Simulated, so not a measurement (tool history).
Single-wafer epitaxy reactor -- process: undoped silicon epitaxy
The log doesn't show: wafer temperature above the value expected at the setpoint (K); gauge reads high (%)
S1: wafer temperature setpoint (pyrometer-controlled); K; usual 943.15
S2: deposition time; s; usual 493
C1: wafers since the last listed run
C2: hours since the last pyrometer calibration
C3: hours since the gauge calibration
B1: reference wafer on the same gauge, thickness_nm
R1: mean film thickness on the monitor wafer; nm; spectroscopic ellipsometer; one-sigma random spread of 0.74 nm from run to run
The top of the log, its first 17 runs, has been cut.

At hour 1000.9: gauge calibrated.
Run 18, hour 1051.9: usual settings but S1 947.15 K, S2 419 s; C1 386; C2 361.7; C3 51.0; B1 134.124. Result: R1 146.963 nm.
Run 19, hour 1083.9: usual settings; C1 83; C2 393.7; C3 83.0; B1 133.942. Result: R1 154.983 nm.
At hour 1093.5: pyrometer calibrated, repeated, since the last time left the tool worse.
Run 20, hour 1136.9: usual settings; C1 118; C2 43.4; C3 136.0; B1 133.904. Result: R1 136.615 nm.
Run 21, hour 1200.7: usual settings but S1 937.15 K, S2 430 s; C1 167; C2 107.2; C3 199.8; B1 134.006. Result: R1 102.975 nm.
Run 22, hour 1235.9: usual settings; C1 92; C2 142.4; C3 235.0; B1 133.974. Result: R1 137.458 nm.
Run 23, hour 1295.6: usual settings but S1 930.15 K, S2 527 s; C1 156; C2 202.1; C3 294.7; B1 133.951. Result: R1 106.015 nm.
Run 24, hour 1335.8: usual settings but S1 950.15 K; C1 105; C2 242.3; C3 334.9; B1 134.039. Result: R1 160.506 nm.
Run 25, hour 1405.1: usual settings; C1 181; C2 311.6; C3 404.2; B1 134.042. Result: R1 136.123 nm.
Run 26, hour 1437.4: usual settings; C1 84; C2 343.9; C3 436.5; B1 133.946. Result: R1 136.464 nm.
Run 27, hour 1464.5: usual settings; C1 71; C2 371.0; C3 463.6; B1 133.964. Result: R1 136.306 nm.
Run 28, hour 1499.3: usual settings but S2 456 s; C1 91; C2 405.8; C3 498.4; B1 134.056. Result: R1 124.800 nm.
Run 29, hour 1529.6: usual settings but S1 934.15 K, S2 576 s; C1 79; C2 436.1; C3 528.7; B1 134.054. Result: R1 127.432 nm.
Run 30, hour 1578.2: usual settings but S1 954.15 K, S2 404 s; C1 127; C2 484.7; C3 577.3; B1 134.005. Result: R1 145.471 nm.
Run 31, hour 1639.1: usual settings but S1 938.15 K, S2 451 s; C1 159; C2 545.6; C3 638.2; B1 133.927. Result: R1 109.846 nm.

Below are 4 alternative next runs, each starting from the tool's condition after run 31. Predict each:
Run A, hour 1639.6: usual settings; C1 1; C2 546.1; C3 638.7; B1 ?. Result: R1 ?.
Run B, hour 1639.6: usual settings but S1 948.15 K, S2 419 s; C1 1; C2 546.1; C3 638.7; B1 ?. Result: R1 ?.
Run C, hour 1639.6: usual settings but S1 932.15 K, S2 442 s; C1 1; C2 546.1; C3 638.7; B1 ?. Result: R1 ?.
Run D, hour 1639.6: usual settings but S1 930.15 K, S2 579 s; C1 1; C2 546.1; C3 638.7; B1 ?. Result: R1 ?.

run       B1       R1
  A  134.059  135.624
  B  134.059  129.744
  C  134.059   93.250
  D  134.059  116.309
Take away the tool's hidden state, keep each run's random variation, and the runs would have read:
run       R1
  A  136.207
  B  130.295
  C   93.662
  D  116.825

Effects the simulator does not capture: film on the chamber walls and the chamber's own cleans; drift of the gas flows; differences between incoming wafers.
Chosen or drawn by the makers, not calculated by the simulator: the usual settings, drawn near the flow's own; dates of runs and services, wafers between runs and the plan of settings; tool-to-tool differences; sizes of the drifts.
